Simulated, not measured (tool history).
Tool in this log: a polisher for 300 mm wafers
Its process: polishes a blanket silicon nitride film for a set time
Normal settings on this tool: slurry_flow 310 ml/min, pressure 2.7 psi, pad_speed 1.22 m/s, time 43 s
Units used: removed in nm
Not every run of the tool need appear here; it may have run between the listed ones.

run     day  slurry_flow  pressure  pad_speed  time  wafers since the last listed run  wafers polished on this pad  hours since the slurry nozzle was cleaned  hours since the head pressure was calibrated  incoming thickness of the incoming film, nm  removed
  1       0          310       2.7       1.22    43                                 0                          877                                        550                                           744                                        879.5     56.6
  2   1.342          310       2.7       1.22    43                               365                         1243                                      582.2                                         776.2                                        883.1     57.2
      2.067  -- worn pad replaced by a new one
  3   2.225          310       2.7       1.54    43                               195                           43                                      603.4                                         797.4                                          888     66.6
  4   3.588          310       2.7       1.22    43                               371                          414                                      636.1                                         830.1                                        864.4       57
  5   4.438          310       2.7       1.22    43                               231                          645                                      656.5                                         850.5                                        887.4     57.4
  6     5.2          310       2.7       1.22    43                               207                          853                                      674.8                                         868.8                                        860.8     56.5
  7   6.104          310       2.7       1.22    43                               246                         1100                                      696.5                                         890.5                                        871.3     55.5
      6.679  -- worn pad replaced by a new one
  8   6.792          255       2.7       1.22    43                               141                           30                                        713                                           907                                          865     55.4
      7.479  -- slurry nozzle cleaned
  9   7.925          310       2.1       1.22    43                               297                          328                                       10.7                                         934.2                                        876.5     44.1
 10   8.938          245       3.4       1.52    54                               275                          604                                         35                                         958.5                                        868.1      103
      9.833  -- head pressure recalibrated
 11  10.404          310       2.7       1.22    43                               376                          981                                       70.2                                          13.7                                        870.2     56.9

Predict the results of run 12:
       11.1  -- worn pad replaced by a new one
 12  11.879          275       1.9       1.22    43                               356                          212                                      105.6                                          49.1                                        852.7        ?

{"run 12": {"removed": 38.8}}
With the hidden condition absent and the run-to-run variation left alone, this run would have shown removed 38.8 nm.
